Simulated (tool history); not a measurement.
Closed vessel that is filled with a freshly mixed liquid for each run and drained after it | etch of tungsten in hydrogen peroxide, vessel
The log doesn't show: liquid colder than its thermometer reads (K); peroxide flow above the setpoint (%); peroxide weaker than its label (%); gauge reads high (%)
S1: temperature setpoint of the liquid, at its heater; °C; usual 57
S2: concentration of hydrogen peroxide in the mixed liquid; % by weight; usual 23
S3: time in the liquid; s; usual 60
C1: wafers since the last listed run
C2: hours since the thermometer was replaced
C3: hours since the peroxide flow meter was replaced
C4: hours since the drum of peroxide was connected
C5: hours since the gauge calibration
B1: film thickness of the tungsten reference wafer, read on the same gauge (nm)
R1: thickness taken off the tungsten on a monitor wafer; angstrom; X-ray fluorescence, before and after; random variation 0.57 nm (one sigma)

run,hour,S1,S2,S3,C1,C2,C3,C4,C5,B1,R1
1,0,57,23,60,0,863.5,434.3,34.9,1205.5,145.66,1321.9
2,28.6,57,18.5,60,3092,892.1,462.9,63.5,1234.1,145.59,1184.2
3,84.7,57,18.5,60,6066,948.2,519,119.6,1290.2,145.53,1178.4
# hour 136.1: peroxide flow meter replaced
4,140.2,57,23,60,5893,1003.7,4.1,175.1,1345.7,145.46,1334.9
5,164.9,57,23,60,2670,1028.4,28.8,199.8,1370.4,145.49,1334.7
6,225.3,57,23,60,6531,1088.8,89.2,260.2,1430.8,145.42,1324.8
7,292.8,57,23,60,7298,1156.3,156.7,327.7,1498.3,145.36,1331.1
8,327.2,57,23,60,3719,1190.7,191.1,362.1,1532.7,145.38,1321.7
9,363.9,57,23,60,3968,1227.4,227.8,398.8,1569.4,145.31,1310.4
10,400.3,57,23,60,3936,1263.8,264.2,435.2,1605.8,145.32,1329.2
11,456.7,57,23,60,6098,1320.2,320.6,491.6,1662.2,145.25,1323.8
# hour 494.1: gauge calibrated
# hour 509.7: new drum of peroxide connected
12,522.1,57,23,60,6963,1385.6,386,12.4,28,150.16,1368.1
13,567.1,57,23,60,4865,1430.6,431,57.4,73,149.77,1370.1
14,638.1,57,23,60,7677,1501.6,502,128.4,144,149.23,1353.4
15,682.5,54,23,60,4801,1546,546.4,172.8,188.4,148.96,1131.1
16,721.9,57,23,60,4260,1585.4,585.8,212.2,227.8,148.69,1340.9
# hour 736.2: peroxide flow meter replaced
17,765.6,57,18,90,4617,1629.1,29.4,255.9,271.5,148.45,1794.5
18,811.9,57,25.5,75,5006,1675.4,75.7,302.2,317.8,148.2,1778.8
19,869.3,65,23,60,6206,1732.8,133.1,359.6,375.2,147.9,2129.4
20,987.8,57,23,30,12813,1851.3,251.6,478.1,493.7,147.39,673.5
# hour 1044.8: new drum of peroxide connected
21,1053.5,57,27,60,6996,1917,317.3,8.7,559.4,147.14,1443.4
22,1115.5,65.5,27,35,6704,1979,379.3,70.7,621.4,146.94,1365.6
23,1173.7,57,23,60,6293,2037.2,437.5,128.9,679.6,146.76,1333.2
# hour 1205: peroxide flow meter replaced
24,1216.9,57,29.5,60,4563,2080.4,11.9,172.1,722.8,146.65,1509.1
# hour 1273.2: thermometer replaced
25,1282.7,57,23,80,7006,9.5,77.7,237.9,788.6,146.47,1782.4
26,1345.1,62,25,30,6747,71.9,140.1,300.3,851,146.37,930.6
27,1540,57,23,35,21074,266.8,335,495.2,1045.9,146,774.4
28,1589.4,65.5,20.5,85,5341,316.2,384.4,544.6,1095.3,145.9,2915
29,1619.6,57,23,60,3265,346.4,414.6,574.8,1125.5,145.86,1330.9

Measured less the same run without the tool's hidden state. The same run-to-run variation is in both; the gauge's scatter may not be:
run,R1
1,-39.6
2,-35.7
3,-36
4,-41.4
5,-41.5
6,-41.7
7,-42.4
8,-42.3
9,-42.2
10,-43.1
11,-43.2
12,+1.4
13,-2
14,-6.8
15,-7.9
16,-11.7
17,-18.7
18,-21.7
19,-30.2
20,-12
21,-28
22,-28.4
23,-29.4
24,-34.5
25,-42.9
26,-23.3
27,-21.3
28,-81.8
29,-37.8
